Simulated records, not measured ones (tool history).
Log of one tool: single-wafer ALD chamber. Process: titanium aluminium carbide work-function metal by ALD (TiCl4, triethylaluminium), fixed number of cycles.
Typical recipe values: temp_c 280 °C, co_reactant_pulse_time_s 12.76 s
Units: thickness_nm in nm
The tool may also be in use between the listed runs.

run	day	temp_c	co_reactant_pulse_time_s	wafers since the last listed run	hours since the last thermocouple change	hours since the last triethylaluminium bottle change	hours since the showerhead was replaced	hours since the gauge calibration	read-back reference wafer on the same gauge, thickness_nm	thickness_nm
1	0	270	12.76	0	1509.6	440.8	6079.6	576.7	1.84	1.785
2	1.354	270	12.76	498	1542.1	473.3	6112.1	609.2	1.84	1.778
3	3.667	280	12.76	850	1597.6	528.8	6167.6	664.7	1.84	1.872
4	6.592	280	8.96	1075	1667.8	599	6237.8	734.9	1.841	1.633
5	8.283	280	8.96	622	1708.4	639.6	6278.4	775.5	1.84	1.626
6	9.496	280	12.76	445	1737.5	668.7	6307.5	804.6	1.84	1.853
7	11.312	280	9.34	668	1781.1	712.3	6351.1	848.2	1.841	1.627
8	14.233	280	9.34	1074	1851.2	782.4	6421.2	918.3	1.84	1.578
# day 14.658: showerhead replaced
# day 15.683: triethylaluminium bottle replaced
# day 15.762: gauge calibrated
9	16.712	280	12.76	666	1910.7	24.7	49.3	22.8	1.84	1.904
10	19.388	280	12.76	983	1974.9	88.9	113.5	87	1.84	1.909
11	20.575	280	12.76	436	2003.4	117.4	142	115.5	1.84	1.912
# day 22.488: thermocouple changed; heater temperature recalibrated
12	23.25	280	12.76	861	18.3	181.6	206.2	179.7	1.84	1.856
13	26.221	280	15.7	1092	89.6	252.9	277.5	251	1.84	1.872
14	27.967	275	8.59	642	131.5	294.8	319.4	292.9	1.84	1.621
15	29.792	275	8.63	671	175.3	338.6	363.2	336.7	1.84	1.629
16	31.579	268	7.8	657	218.2	381.5	406.1	379.6	1.84	1.455
17	33.117	272	15.51	565	255.1	418.4	443	416.5	1.839	1.8
18	34.179	280	12.76	390	280.6	443.9	468.5	442	1.84	1.85
19	37.062	272	9.48	1060	349.8	513.1	537.7	511.2	1.84	1.646
20	38.338	272	11.41	468	380.4	543.7	568.3	541.8	1.841	1.739
21	40.167	288	10.53	672	424.3	587.6	612.2	585.7	1.841	1.847
# day 41.55: triethylaluminium bottle replaced
22	42.238	270	12.76	639	474	16.5	661.9	635.4	1.84	1.774
23	44.779	271	9.23	934	535	77.5	722.9	696.4	1.84	1.664

For each entry between runs, how does the tool's hidden state at the last listed run before it compare with that at the first listed run after it?
Logged between run 8 and run 9: showerhead replaced (day 14.658); triethylaluminium bottle replaced (day 15.683); gauge calibrated (day 15.762)
  wafer temperature above the value expected at the setpoint (K): 5.09 -> 5.14; triethylaluminium dose above that of a fresh bottle (%): -24 -> -0.537
  measured less the result without the state, thickness_nm: -0.164 -> +0.05 nm
Logged between run 11 and run 12: thermocouple changed; heater temperature recalibrated (day 22.488)
  wafer temperature above the value expected at the setpoint (K): 5.2 -> -0.295; triethylaluminium dose above that of a fresh bottle (%): -0.983 -> -1.63
  measured less the result without the state, thickness_nm: +0.05 -> -0.006 nm
Logged between run 21 and run 22: triethylaluminium bottle replaced (day 41.55)
  wafer temperature above the value expected at the setpoint (K): 2.18 -> 2.41; triethylaluminium dose above that of a fresh bottle (%): -12.2 -> -2.18
  measured less the result without the state, thickness_nm: -0.039 -> +0.02 nm
